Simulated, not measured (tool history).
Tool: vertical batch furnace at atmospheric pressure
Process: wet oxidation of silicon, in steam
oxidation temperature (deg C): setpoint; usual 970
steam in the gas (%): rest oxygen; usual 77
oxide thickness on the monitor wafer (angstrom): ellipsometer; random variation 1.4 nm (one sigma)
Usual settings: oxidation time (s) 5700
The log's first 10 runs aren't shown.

run	hour	oxidation temperature (deg C)	oxidation time (s)	steam in the gas (%)	read-back reference wafer on the same gauge, thickness	oxide thickness on the monitor wafer (angstrom)
11	238.2	970	3690	84	371.79	3752.2
12	255.9	970	5700	77	372.15	4700.8
13	287.8	970	5700	77	371.72	4706.3
14	320.9	970	5700	81	371.7	4839.9
15	356.2	970	5700	81	371.95	4877.1
# hour 378.3: gauge calibrated
16	379.2	970	5700	81	371.58	4848.4
17	394.5	970	8040	77	372.13	5848.3
18	423.4	970	7740	72	372.21	5491.2
19	450.6	970	7740	72	372.25	5450.8
20	464	978	5700	66	371.94	4478.5
# hour 514.8: thermocouples replaced and temperature profile calibrated
21	515.3	970	3720	77	372.09	3442.5
22	549	955	6690	77	372.14	4576.1
23	574	948	3150	70	372.24	2422.2
24	608.4	977	3840	74	371.8	3610.8
# hour 649: steam generator serviced
25	649.5	980	8160	84	372.01	6405.3
26	668.1	970	5700	77	372.2	4544.5
27	690.7	949	4620	72	372	3299.1
28	711.9	953	7740	85	372.46	5352.4
29	731.1	970	5700	77	371.75	4609.9
30	753.2	970	5700	77	371.4	4589.9
31	778	970	7050	77	371.46	5265.3
32	793	959	3960	89	372.53	3706.3
33	824.8	986	4650	67	372.08	4100.5

5 ways to go on from here, each from the tool as it stands after run 33. What would each give?
A	830.8	987	5700	77	?	?
B	830.8	970	5700	86	?	?
C	830.8	951	7890	86	?	?
D	830.8	947	7680	68	?	?
E	830.8	980	4050	85	?	?

run	read-back reference wafer on the same gauge, thickness	oxide thickness on the monitor wafer (angstrom)
A	371.75	5088.4
B	371.75	4934.5
C	371.75	5392.8
D	371.75	4425.3
E	371.75	4190.7
Without the tool's hidden state the same runs would have given:
run	oxide thickness on the monitor wafer (angstrom)
A	5036.7
B	4880.2
C	5331
D	4370.3
E	4143.5
